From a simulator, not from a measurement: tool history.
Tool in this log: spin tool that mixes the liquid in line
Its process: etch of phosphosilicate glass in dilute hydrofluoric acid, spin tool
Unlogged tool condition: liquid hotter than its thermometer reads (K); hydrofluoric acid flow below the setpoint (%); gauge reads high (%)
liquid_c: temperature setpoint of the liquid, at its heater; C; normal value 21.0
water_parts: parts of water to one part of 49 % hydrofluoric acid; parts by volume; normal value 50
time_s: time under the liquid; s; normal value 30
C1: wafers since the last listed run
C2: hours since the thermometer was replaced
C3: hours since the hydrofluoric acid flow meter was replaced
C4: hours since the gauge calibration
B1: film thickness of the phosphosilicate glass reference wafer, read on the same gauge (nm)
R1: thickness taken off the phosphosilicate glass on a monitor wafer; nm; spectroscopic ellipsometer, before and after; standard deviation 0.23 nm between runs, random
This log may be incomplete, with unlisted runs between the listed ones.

{"run": 1, "hour": 0.0, "liquid_c": 21.0, "water_parts": 50, "time_s": 30, "C1": 0, "C2": 1934.2, "C3": 1344.4, "C4": 180.6, "B1": 29.99, "R1": 43.89}
{"run": 2, "hour": 18.5, "liquid_c": 21.0, "water_parts": 50, "time_s": 30, "C1": 185, "C2": 1952.7, "C3": 1362.9, "C4": 199.1, "B1": 29.97, "R1": 43.35}
{"run": 3, "hour": 32.3, "liquid_c": 21.0, "water_parts": 50, "time_s": 30, "C1": 138, "C2": 1966.5, "C3": 1376.7, "C4": 212.9, "B1": 30.05, "R1": 43.65}
{"run": 4, "hour": 55.0, "liquid_c": 21.0, "water_parts": 50, "time_s": 30, "C1": 227, "C2": 1989.2, "C3": 1399.4, "C4": 235.6, "B1": 30.02, "R1": 43.56}
{"run": 5, "hour": 82.8, "liquid_c": 21.0, "water_parts": 50, "time_s": 30, "C1": 278, "C2": 2017.0, "C3": 1427.2, "C4": 263.4, "B1": 30.04, "R1": 44.14}
{"run": 6, "hour": 115.5, "liquid_c": 21.0, "water_parts": 50, "time_s": 30, "C1": 327, "C2": 2049.7, "C3": 1459.9, "C4": 296.1, "B1": 29.97, "R1": 43.56}
{"run": 7, "hour": 134.8, "liquid_c": 22.5, "water_parts": 50, "time_s": 30, "C1": 193, "C2": 2069.0, "C3": 1479.2, "C4": 315.4, "B1": 30.03, "R1": 47.13}
{"run": 8, "hour": 167.8, "liquid_c": 22.5, "water_parts": 50, "time_s": 30, "C1": 330, "C2": 2102.0, "C3": 1512.2, "C4": 348.4, "B1": 30.01, "R1": 47.02}
{"hour": 192.0, "done": "gauge calibrated"}
{"hour": 192.9, "done": "thermometer replaced"}
{"run": 9, "hour": 203.0, "liquid_c": 22.5, "water_parts": 50, "time_s": 30, "C1": 342, "C2": 10.1, "C3": 1547.4, "C4": 11.0, "B1": 29.98, "R1": 42.65}
{"run": 10, "hour": 236.0, "liquid_c": 17.0, "water_parts": 35, "time_s": 30, "C1": 330, "C2": 43.1, "C3": 1580.4, "C4": 44.0, "B1": 29.99, "R1": 49.13}
{"run": 11, "hour": 265.0, "liquid_c": 21.0, "water_parts": 50, "time_s": 30, "C1": 290, "C2": 72.1, "C3": 1609.4, "C4": 73.0, "B1": 30.01, "R1": 39.94}
{"run": 12, "hour": 291.6, "liquid_c": 23.5, "water_parts": 30, "time_s": 30, "C1": 266, "C2": 98.7, "C3": 1636.0, "C4": 99.6, "B1": 29.98, "R1": 75.31}
{"run": 13, "hour": 314.8, "liquid_c": 22.5, "water_parts": 30, "time_s": 30, "C1": 232, "C2": 121.9, "C3": 1659.2, "C4": 122.8, "B1": 29.98, "R1": 73.24}
{"run": 14, "hour": 349.5, "liquid_c": 21.0, "water_parts": 50, "time_s": 30, "C1": 347, "C2": 156.6, "C3": 1693.9, "C4": 157.5, "B1": 30.01, "R1": 40.33}
{"hour": 363.0, "done": "hydrofluoric acid flow meter replaced"}
{"run": 15, "hour": 374.8, "liquid_c": 21.0, "water_parts": 50, "time_s": 30, "C1": 243, "C2": 181.9, "C3": 11.8, "C4": 182.8, "B1": 29.98, "R1": 40.03}
{"run": 16, "hour": 394.7, "liquid_c": 17.5, "water_parts": 55, "time_s": 30, "C1": 199, "C2": 201.8, "C3": 31.7, "C4": 202.7, "B1": 30.0, "R1": 31.52}
{"run": 17, "hour": 423.0, "liquid_c": 17.0, "water_parts": 60, "time_s": 50, "C1": 283, "C2": 230.1, "C3": 60.0, "C4": 231.0, "B1": 29.99, "R1": 46.62}
{"run": 18, "hour": 455.3, "liquid_c": 17.5, "water_parts": 50, "time_s": 30, "C1": 323, "C2": 262.4, "C3": 92.3, "C4": 263.3, "B1": 29.98, "R1": 35.25}
{"hour": 506.4, "done": "gauge calibrated"}
{"run": 19, "hour": 517.0, "liquid_c": 21.0, "water_parts": 50, "time_s": 30, "C1": 617, "C2": 324.1, "C3": 154.0, "C4": 10.6, "B1": 30.02, "R1": 40.52}

Consider 4 possible next runs. They are alternatives, not a sequence: every one starts from the tool as it was left by run 19. What does each give?
{"run": "A", "hour": 517.4, "liquid_c": 18.0, "water_parts": 50, "time_s": 30, "C1": 4, "C2": 324.5, "C3": 154.4, "C4": 11.0, "B1": "?", "R1": "?"}
{"run": "B", "hour": 517.4, "liquid_c": 23.0, "water_parts": 70, "time_s": 15, "C1": 4, "C2": 324.5, "C3": 154.4, "C4": 11.0, "B1": "?", "R1": "?"}
{"run": "C", "hour": 517.4, "liquid_c": 17.0, "water_parts": 75, "time_s": 50, "C1": 4, "C2": 324.5, "C3": 154.4, "C4": 11.0, "B1": "?", "R1": "?"}
{"run": "D", "hour": 517.4, "liquid_c": 25.5, "water_parts": 60, "time_s": 40, "C1": 4, "C2": 324.5, "C3": 154.4, "C4": 11.0, "B1": "?", "R1": "?"}

run=A B1=29.99 R1=35.64
run=B B1=29.99 R1=15.31
run=C B1=29.99 R1=36.89
run=D B1=29.99 R1=53.41
Without the tool's hidden state the same runs would have given:
run=A R1=34.82
run=B R1=14.98
run=C R1=36.05
run=D R1=52.26
